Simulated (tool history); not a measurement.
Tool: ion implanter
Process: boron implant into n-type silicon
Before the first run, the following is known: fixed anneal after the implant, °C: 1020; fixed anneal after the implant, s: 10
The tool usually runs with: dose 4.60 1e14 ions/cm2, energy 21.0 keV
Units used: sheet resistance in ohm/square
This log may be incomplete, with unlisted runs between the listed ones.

run,hour,dose,energy,"read-back reference wafer on the same gauge, sheet resistance",sheet resistance
1,0.0,4.60,21.0,236.93,239.18
2,83.1,4.60,21.0,236.93,239.24
3,168.6,4.60,21.0,237.02,237.36
4,486.1,4.60,21.0,236.93,236.58
5,527.8,4.60,21.0,236.91,236.40
6,579.3,4.60,21.0,236.73,235.39
7,683.6,4.60,21.0,236.87,234.62
8,744.4,4.60,21.0,237.05,235.86
9,816.2,4.60,21.0,237.04,233.94
# hour 835.2: gauge calibrated
# hour 948.3: extraction supply calibrated
10,980.0,4.60,25.0,237.15,228.22
11,1019.1,4.60,21.0,237.16,232.15
12,1061.2,3.28,17.0,236.96,310.56
13,1148.1,5.46,19.0,237.04,204.18
14,1221.3,4.60,21.0,236.76,231.14
# hour 1233.6: Faraday cup replaced and dose calibrated
15,1280.0,4.60,21.0,236.90,241.89
16,1386.5,4.60,17.5,237.07,246.98
17,1471.2,3.59,16.5,236.98,303.47
18,1520.0,3.94,24.5,236.79,270.08
19,1598.6,5.48,21.0,236.83,208.53
20,1671.0,4.60,23.5,236.90,239.38
21,1753.8,4.60,21.0,237.01,241.95
22,1805.9,5.95,21.0,236.97,195.15
23,1893.3,3.65,21.0,237.05,289.59

Predict each of these 5 candidate next runs independently; none follows another, all start after run 23:
A,1893.7,4.60,21.0,?,?
B,1893.7,5.40,21.0,?,?
C,1893.7,3.54,21.0,?,?
D,1893.7,5.41,18.0,?,?
E,1893.7,5.32,21.0,?,?

run,"read-back reference wafer on the same gauge, sheet resistance",sheet resistance
A,236.88,240.99
B,236.88,211.25
C,236.88,297.44
D,236.88,214.17
E,236.88,213.89
The same runs, with their run-to-run variation unchanged, on a tool lacking any hidden condition would have given:
run,sheet resistance
A,241.07
B,211.32
C,297.54
D,214.24
E,213.96
